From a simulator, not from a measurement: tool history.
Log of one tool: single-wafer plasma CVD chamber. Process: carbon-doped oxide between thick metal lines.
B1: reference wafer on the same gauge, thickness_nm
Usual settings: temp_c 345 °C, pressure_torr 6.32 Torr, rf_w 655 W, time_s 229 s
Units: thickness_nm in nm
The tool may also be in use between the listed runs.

Run 1, hour 0.0: usual settings; B1 1439.913. Result: thickness_nm 1377.002 nm.
Run 2, hour 14.8: usual settings; B1 1440.746. Result: thickness_nm 1368.418 nm.
Run 3, hour 44.3: usual settings; B1 1439.788. Result: thickness_nm 1374.770 nm.
Run 4, hour 75.6: usual settings; B1 1440.326. Result: thickness_nm 1377.857 nm.
Run 5, hour 89.3: usual settings; B1 1440.236. Result: thickness_nm 1376.705 nm.
Run 6, hour 101.9: usual settings but rf_w 570 W, time_s 241 s; B1 1438.916. Result: thickness_nm 1335.783 nm.
At hour 113.9: thermocouple changed; heater temperature recalibrated.
At hour 119.6: RF generator calibrated.
At hour 138.0: showerhead replaced.
Run 7, hour 138.5: usual settings but rf_w 570 W, time_s 241 s; B1 1439.995. Result: thickness_nm 1301.588 nm.
Run 8, hour 151.4: usual settings but rf_w 570 W, time_s 241 s; B1 1439.139. Result: thickness_nm 1306.590 nm.
At hour 176.8: RF generator calibrated, repeated, since the last time left the tool worse.
Run 9, hour 177.3: usual settings but pressure_torr 5.26 Torr; B1 1438.702. Result: thickness_nm 1355.634 nm.
Run 10, hour 184.2: usual settings but time_s 243 s; B1 1440.349. Result: thickness_nm 1506.129 nm.
At hour 202.4: capacitance manometer re-zeroed and calibrated.
Run 11, hour 206.2: usual settings but temp_c 360 °C, pressure_torr 5.21 Torr; B1 1440.048. Result: thickness_nm 1303.739 nm.
At hour 225.8: gauge calibrated.
Run 12, hour 237.0: usual settings but rf_w 720 W; B1 1440.609. Result: thickness_nm 1498.903 nm.
Run 13, hour 264.8: usual settings but temp_c 351 °C, rf_w 755 W, time_s 199 s; B1 1440.919. Result: thickness_nm 1311.383 nm.
Run 14, hour 296.3: usual settings but temp_c 351 °C, rf_w 755 W, time_s 199 s; B1 1441.455. Result: thickness_nm 1318.864 nm.
Run 15, hour 331.9: usual settings but temp_c 336 °C, pressure_torr 5.10 Torr, rf_w 690 W, time_s 194 s; B1 1439.856. Result: thickness_nm 1197.584 nm.
Run 16, hour 357.2: usual settings but rf_w 570 W, time_s 241 s; B1 1438.736. Result: thickness_nm 1380.054 nm.
Run 17, hour 375.5: usual settings; B1 1441.287. Result: thickness_nm 1415.475 nm.

4 ways to go on from here, each from the tool as it stands after run 17. What would each give?
Run A, hour 376.0: usual settings but rf_w 695 W; B1 ?. Result: thickness_nm ?.
Run B, hour 376.0: usual settings but temp_c 358 °C, rf_w 740 W, time_s 212 s; B1 ?. Result: thickness_nm ?.
Run C, hour 376.0: usual settings but temp_c 339 °C; B1 ?. Result: thickness_nm ?.
Run D, hour 376.0: usual settings but rf_w 555 W, time_s 210 s; B1 ?. Result: thickness_nm ?.

run        B1  thickness_nm
  A  1440.888      1467.585
  B  1440.888      1363.606
  C  1440.888      1443.064
  D  1440.888      1189.847
Without the tool's hidden state the same runs would have given:
run  thickness_nm
  A      1476.758
  B      1372.129
  C      1452.159
  D      1197.503
